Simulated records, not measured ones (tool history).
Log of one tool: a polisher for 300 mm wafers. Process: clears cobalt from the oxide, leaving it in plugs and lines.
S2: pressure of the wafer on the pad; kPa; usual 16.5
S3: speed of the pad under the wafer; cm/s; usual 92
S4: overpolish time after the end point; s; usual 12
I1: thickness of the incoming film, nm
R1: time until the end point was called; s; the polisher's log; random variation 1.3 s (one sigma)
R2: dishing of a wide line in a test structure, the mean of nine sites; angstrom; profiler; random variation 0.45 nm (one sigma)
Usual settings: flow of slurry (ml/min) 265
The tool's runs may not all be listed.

run 1 day=0.000 | flow_of_slurry_(ml/min)=265 S2=16.5 S3=92 S4=7 | I1=362.4 | R1=66.8 R2=251
run 2 day=3.004 | flow_of_slurry_(ml/min)=265 S2=16.5 S3=92 S4=7 | I1=366.1 | R1=67.1 R2=266
-- day=3.388 slurry nozzle cleaned
-- day=7.050 worn pad replaced by a new one
run 3 day=7.450 | flow_of_slurry_(ml/min)=265 S2=16.5 S3=92 S4=7 | I1=371.0 | R1=64.9 R2=269
run 4 day=9.583 | flow_of_slurry_(ml/min)=300 S2=16.5 S3=106 S4=12 | I1=367.8 | R1=56.4 R2=369
run 5 day=12.608 | flow_of_slurry_(ml/min)=265 S2=16.5 S3=92 S4=12 | I1=372.6 | R1=65.7 R2=348
run 6 day=14.425 | flow_of_slurry_(ml/min)=265 S2=16.5 S3=92 S4=12 | I1=372.6 | R1=63.5 R2=362
-- day=15.342 worn pad replaced by a new one
run 7 day=17.183 | flow_of_slurry_(ml/min)=265 S2=16.5 S3=92 S4=12 | I1=371.0 | R1=63.2 R2=359
-- day=19.333 head pressure recalibrated
run 8 day=20.629 | flow_of_slurry_(ml/min)=265 S2=16.5 S3=82 S4=12 | I1=375.2 | R1=73.7 R2=332
-- day=21.708 slurry nozzle cleaned
run 9 day=22.900 | flow_of_slurry_(ml/min)=300 S2=18.6 S3=108 S4=12 | I1=365.8 | R1=52.7 R2=378
-- day=23.229 worn pad replaced by a new one
run 10 day=27.158 | flow_of_slurry_(ml/min)=265 S2=16.5 S3=82 S4=12 | I1=375.1 | R1=73.0 R2=344
run 11 day=29.675 | flow_of_slurry_(ml/min)=265 S2=16.5 S3=82 S4=18 | I1=376.7 | R1=73.1 R2=396
-- day=30.967 worn pad replaced by a new one
run 12 day=33.642 | flow_of_slurry_(ml/min)=265 S2=16.5 S3=92 S4=12 | I1=363.4 | R1=63.6 R2=354
-- day=36.679 slurry nozzle cleaned
run 13 day=36.888 | flow_of_slurry_(ml/min)=225 S2=16.5 S3=110 S4=12 | I1=364.2 | R1=55.2 R2=377
-- day=37.238 head pressure recalibrated
-- day=39.300 worn pad replaced by a new one
run 14 day=40.912 | flow_of_slurry_(ml/min)=310 S2=21.4 S3=118 S4=16 | I1=369.0 | R1=42.9 R2=427

4 ways to go on from here, each from the tool as it stands after run 14. What would each give?
run A day=40.929 | flow_of_slurry_(ml/min)=265 S2=16.5 S3=92 S4=12 | I1=370.2 | R1=? R2=?
run B day=40.929 | flow_of_slurry_(ml/min)=340 S2=16.5 S3=108 S4=12 | I1=370.2 | R1=? R2=?
run C day=40.929 | flow_of_slurry_(ml/min)=265 S2=20.0 S3=92 S4=12 | I1=370.2 | R1=? R2=?
run D day=40.929 | flow_of_slurry_(ml/min)=265 S2=16.5 S3=62 S4=12 | I1=370.2 | R1=? R2=?

run=A R1=68.9 R2=342
run=B R1=59.2 R2=363
run=C R1=57.0 R2=368
run=D R1=93.4 R2=295
Without the tool's hidden state the same runs would have given:
run=A R1=72.3 R2=335
run=B R1=62.1 R2=357
run=C R1=59.8 R2=362
run=D R1=97.9 R2=288
